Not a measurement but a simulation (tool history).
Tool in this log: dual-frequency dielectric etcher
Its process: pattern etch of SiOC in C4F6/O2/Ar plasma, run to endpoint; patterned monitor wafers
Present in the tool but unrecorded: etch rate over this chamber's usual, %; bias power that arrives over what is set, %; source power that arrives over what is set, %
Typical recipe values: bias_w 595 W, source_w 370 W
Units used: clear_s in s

| run | hour | bias_w | source_w | wafers since the last listed run | hours since the last wet clean | hours since the last bias power generator calibration | hours since the last source power generator calibration | hours since the last upper electrode change | incoming incoming film thickness, nm | clear_s |
|---|---|---|---|---|---|---|---|---|---|---|
| 1 | 0.0 | 595 | 370 | 0 | 159.1 | 3356.0 | 3024.8 | 5170.1 | 49.07 | 15.4 |
| 2 | 35.1 | 595 | 370 | 641 | 194.2 | 3391.1 | 3059.9 | 5205.2 | 48.44 | 15.3 |
| 3 | 69.7 | 595 | 370 | 632 | 228.8 | 3425.7 | 3094.5 | 5239.8 | 48.50 | 15.1 |
| 4 | 88.9 | 595 | 370 | 350 | 248.0 | 3444.9 | 3113.7 | 5259.0 | 49.08 | 15.4 |
| 5 | 109.4 | 595 | 370 | 374 | 268.5 | 3465.4 | 3134.2 | 5279.5 | 48.49 | 15.4 |
| 6 | 139.3 | 595 | 300 | 546 | 298.4 | 3495.3 | 3164.1 | 5309.4 | 48.73 | 16.8 |
| 7 | 155.8 | 595 | 370 | 301 | 314.9 | 3511.8 | 3180.6 | 5325.9 | 48.83 | 15.4 |
| 8 | 187.8 | 595 | 370 | 584 | 346.9 | 3543.8 | 3212.6 | 5357.9 | 48.89 | 15.4 |
|  | 196.6 | bias power generator calibrated |
|  | 205.3 | source power generator calibrated |
| 9 | 219.2 | 595 | 370 | 427 | 378.3 | 22.6 | 13.9 | 5389.3 | 48.76 | 15.3 |
|  | 258.9 | upper electrode replaced |
| 10 | 259.4 | 656 | 370 | 295 | 418.5 | 62.8 | 54.1 | 0.5 | 48.57 | 14.6 |
| 11 | 272.6 | 656 | 370 | 241 | 431.7 | 76.0 | 67.3 | 13.7 | 48.82 | 14.9 |
| 12 | 306.7 | 656 | 370 | 622 | 465.8 | 110.1 | 101.4 | 47.8 | 48.40 | 14.8 |
| 13 | 323.6 | 705 | 280 | 308 | 482.7 | 127.0 | 118.3 | 64.7 | 48.80 | 16.2 |
| 14 | 352.0 | 674 | 370 | 518 | 511.1 | 155.4 | 146.7 | 93.1 | 48.59 | 14.7 |
| 15 | 371.8 | 535 | 320 | 361 | 530.9 | 175.2 | 166.5 | 112.9 | 48.87 | 16.9 |
| 16 | 385.7 | 455 | 290 | 253 | 544.8 | 189.1 | 180.4 | 126.8 | 48.76 | 18.4 |
| 17 | 418.7 | 595 | 370 | 602 | 577.8 | 222.1 | 213.4 | 159.8 | 48.75 | 15.3 |
|  | 452.9 | wet clean of the chamber |
| 18 | 453.4 | 469 | 290 | 195 | 0.5 | 256.8 | 248.1 | 194.5 | 48.14 | 18.2 |
| 19 | 472.1 | 672 | 320 | 341 | 19.2 | 275.5 | 266.8 | 213.2 | 48.47 | 15.6 |
| 20 | 493.4 | 511 | 330 | 389 | 40.5 | 296.8 | 288.1 | 234.5 | 47.94 | 16.7 |
| 21 | 527.6 | 595 | 370 | 624 | 74.7 | 331.0 | 322.3 | 268.7 | 48.58 | 15.2 |
| 22 | 546.0 | 672 | 390 | 336 | 93.1 | 349.4 | 340.7 | 287.1 | 49.16 | 14.5 |
| 23 | 567.1 | 740 | 440 | 385 | 114.2 | 370.5 | 361.8 | 308.2 | 48.79 | 13.2 |
| 24 | 589.7 | 558 | 330 | 412 | 136.8 | 393.1 | 384.4 | 330.8 | 48.38 | 16.1 |

Alternative continuations, all from the tool just after run 24; predict every row:
| A | 590.1 | 595 | 370 | 7 | 137.2 | 393.5 | 384.8 | 331.2 | 48.58 | ? |
| B | 590.1 | 712 | 370 | 7 | 137.2 | 393.5 | 384.8 | 331.2 | 48.58 | ? |
| C | 590.1 | 595 | 290 | 7 | 137.2 | 393.5 | 384.8 | 331.2 | 48.58 | ? |

| run | clear_s |
|---|---|
| A | 15.2 |
| B | 14.3 |
| C | 16.7 |
Stripped of hidden state, with their random variation kept, the same runs would have yielded:
| run | clear_s |
|---|---|
| A | 15.2 |
| B | 14.3 |
| C | 16.7 |
